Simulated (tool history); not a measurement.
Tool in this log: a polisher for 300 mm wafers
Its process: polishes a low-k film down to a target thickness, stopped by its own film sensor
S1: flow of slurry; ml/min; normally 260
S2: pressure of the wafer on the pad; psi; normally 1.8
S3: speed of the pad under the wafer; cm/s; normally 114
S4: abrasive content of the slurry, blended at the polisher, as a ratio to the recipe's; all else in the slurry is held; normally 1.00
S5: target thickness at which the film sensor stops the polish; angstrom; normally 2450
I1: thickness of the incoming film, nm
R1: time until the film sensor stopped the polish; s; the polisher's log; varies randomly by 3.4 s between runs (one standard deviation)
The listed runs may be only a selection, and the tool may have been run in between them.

run 1 hour=0.0 | S1=320 S2=2.2 S3=114 S4=1.00 S5=2450 | I1=306.6 | R1=130.9
run 2 hour=81.7 | S1=260 S2=1.8 S3=114 S4=1.00 S5=2450 | I1=311.1 | R1=173.1
run 3 hour=131.4 | S1=260 S2=1.8 S3=114 S4=0.90 S5=2390 | I1=312.0 | R1=203.4
-- hour=193.4 worn pad replaced by a new one
-- hour=204.5 conditioning disc replaced and pad reconditioned
run 4 hour=227.1 | S1=260 S2=1.8 S3=114 S4=1.00 S5=2450 | I1=309.3 | R1=172.9
run 5 hour=291.7 | S1=330 S2=1.5 S3=76 S4=0.75 S5=2450 | I1=314.5 | R1=315.5
run 6 hour=361.9 | S1=260 S2=2.2 S3=114 S4=1.00 S5=2450 | I1=312.8 | R1=150.2
run 7 hour=431.6 | S1=260 S2=2.1 S3=114 S4=1.00 S5=2450 | I1=312.3 | R1=152.9
run 8 hour=467.7 | S1=260 S2=1.8 S3=152 S4=1.00 S5=2450 | I1=308.7 | R1=143.9
-- hour=503.5 head pressure recalibrated
-- hour=535.3 slurry nozzle cleaned
run 9 hour=535.8 | S1=210 S2=1.8 S3=138 S4=0.75 S5=2450 | I1=307.8 | R1=171.0
-- hour=603.4 slurry blender recalibrated
run 10 hour=636.5 | S1=260 S2=1.8 S3=98 S4=1.25 S5=2450 | I1=309.7 | R1=172.1
run 11 hour=675.1 | S1=290 S2=1.8 S3=154 S4=0.90 S5=2650 | I1=307.4 | R1=95.4
run 12 hour=755.5 | S1=260 S2=2.2 S3=146 S4=1.25 S5=2670 | I1=304.5 | R1=64.7
run 13 hour=841.0 | S1=260 S2=1.8 S3=134 S4=1.00 S5=2450 | I1=307.6 | R1=152.2
-- hour=891.0 conditioning disc replaced and pad reconditioned
run 14 hour=945.3 | S1=305 S2=1.3 S3=114 S4=1.00 S5=2250 | I1=303.0 | R1=285.1
-- hour=974.0 worn pad replaced by a new one
run 15 hour=1030.6 | S1=345 S2=1.8 S3=114 S4=1.00 S5=2270 | I1=309.9 | R1=218.0
run 16 hour=1098.7 | S1=345 S2=1.8 S3=114 S4=1.20 S5=2450 | I1=310.6 | R1=159.5
run 17 hour=1202.5 | S1=335 S2=1.8 S3=140 S4=1.15 S5=2450 | I1=314.9 | R1=154.6
-- hour=1235.1 slurry blender recalibrated
-- hour=1236.3 head pressure recalibrated
run 18 hour=1288.5 | S1=260 S2=1.8 S3=114 S4=1.00 S5=2450 | I1=312.1 | R1=183.0
-- hour=1317.9 slurry nozzle cleaned
run 19 hour=1373.2 | S1=190 S2=1.8 S3=114 S4=1.20 S5=2450 | I1=316.3 | R1=187.7
run 20 hour=1416.4 | S1=260 S2=1.8 S3=88 S4=0.80 S5=2240 | I1=310.6 | R1=288.3
run 21 hour=1457.5 | S1=260 S2=1.8 S3=114 S4=1.00 S5=2630 | I1=314.6 | R1=137.6
run 22 hour=1541.7 | S1=260 S2=1.5 S3=114 S4=1.00 S5=2450 | I1=314.6 | R1=215.9
run 23 hour=1637.2 | S1=260 S2=1.8 S3=114 S4=1.00 S5=2280 | I1=313.6 | R1=224.9
-- hour=1689.9 conditioning disc replaced and pad reconditioned
run 24 hour=1735.0 | S1=260 S2=1.8 S3=114 S4=1.20 S5=2450 | I1=308.5 | R1=159.9
-- hour=1793.5 worn pad replaced by a new one
run 25 hour=1833.5 | S1=305 S2=1.4 S3=92 S4=1.20 S5=2450 | I1=313.7 | R1=245.4

What if the next run were any one of these 4? Each begins from the tool's condition after run 25:
run A hour=1834.0 | S1=260 S2=1.8 S3=144 S4=1.00 S5=2450 | I1=310.8 | R1=?
run B hour=1834.0 | S1=260 S2=1.6 S3=114 S4=1.00 S5=2450 | I1=310.8 | R1=?
run C hour=1834.0 | S1=260 S2=1.6 S3=150 S4=1.00 S5=2350 | I1=310.8 | R1=?
run D hour=1834.0 | S1=260 S2=1.8 S3=84 S4=0.75 S5=2550 | I1=310.8 | R1=?

run=A R1=155.8
run=B R1=203.0
run=C R1=196.6
run=D R1=203.8
What these runs would have given with no unlogged condition in the tool:
run=A R1=155.8
run=B R1=203.0
run=C R1=196.6
run=D R1=203.8
